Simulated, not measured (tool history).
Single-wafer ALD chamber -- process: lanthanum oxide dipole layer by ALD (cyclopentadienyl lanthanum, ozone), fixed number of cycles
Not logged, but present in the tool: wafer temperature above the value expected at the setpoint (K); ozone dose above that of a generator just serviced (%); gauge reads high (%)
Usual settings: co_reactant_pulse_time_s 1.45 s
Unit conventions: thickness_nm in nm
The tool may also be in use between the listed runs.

run,hour,co_reactant_pulse_time_s,wafers since the last listed run,hours since the last thermocouple change,hours since the last ozone generator service,hours since the showerhead was replaced,hours since the gauge calibration,"read-back reference wafer on the same gauge, thickness_nm",thickness_nm
1,0.0,1.45,0,2187.6,806.4,4737.7,271.9,0.511,0.531
2,68.1,1.45,779,2255.7,874.5,4805.8,340.0,0.511,0.528
3,165.2,1.45,1110,2352.8,971.6,4902.9,437.1,0.510,0.528
4,203.9,1.45,442,2391.5,1010.3,4941.6,475.8,0.511,0.533
5,230.0,1.45,298,2417.6,1036.4,4967.7,501.9,0.511,0.533
6,276.5,1.28,531,2464.1,1082.9,5014.2,548.4,0.511,0.518
7,306.7,1.45,345,2494.3,1113.1,5044.4,578.6,0.511,0.535
8,429.8,1.79,1408,2617.4,1236.2,5167.5,701.7,0.511,0.550
9,494.6,1.94,741,2682.2,1301.0,5232.3,766.5,0.511,0.553
# hour 504.7: thermocouple changed; heater temperature recalibrated
# hour 514.1: gauge calibrated
# hour 551.9: ozone generator serviced
10,563.4,1.95,604,58.7,11.5,5301.1,49.3,0.511,0.553
11,595.7,1.65,369,91.0,43.8,5333.4,81.6,0.511,0.542
12,649.2,1.69,612,144.5,97.3,5386.9,135.1,0.512,0.548
13,673.6,1.19,279,168.9,121.7,5411.3,159.5,0.511,0.503
# hour 731.2: showerhead replaced
14,739.2,1.94,658,234.5,187.3,8.0,225.1,0.511,0.554
15,922.2,1.45,2093,417.5,370.3,191.0,408.1,0.510,0.533
16,968.4,0.90,528,463.7,416.5,237.2,454.3,0.512,0.444
17,999.6,0.94,356,494.9,447.7,268.4,485.5,0.511,0.453

Below are 4 alternative next runs, each starting from the tool's condition after run 17. Predict each:
A,1000.0,1.45,4,495.3,448.1,268.8,485.9,?,?
B,1000.0,1.91,4,495.3,448.1,268.8,485.9,?,?
C,1000.0,1.71,4,495.3,448.1,268.8,485.9,?,?
D,1000.0,1.89,4,495.3,448.1,268.8,485.9,?,?

run,"read-back reference wafer on the same gauge, thickness_nm",thickness_nm
A,0.511,0.530
B,0.511,0.551
C,0.511,0.545
D,0.511,0.551
The same runs, with their run-to-run variation unchanged, on a tool lacking any hidden condition would have given:
run,thickness_nm
A,0.530
B,0.551
C,0.545
D,0.551
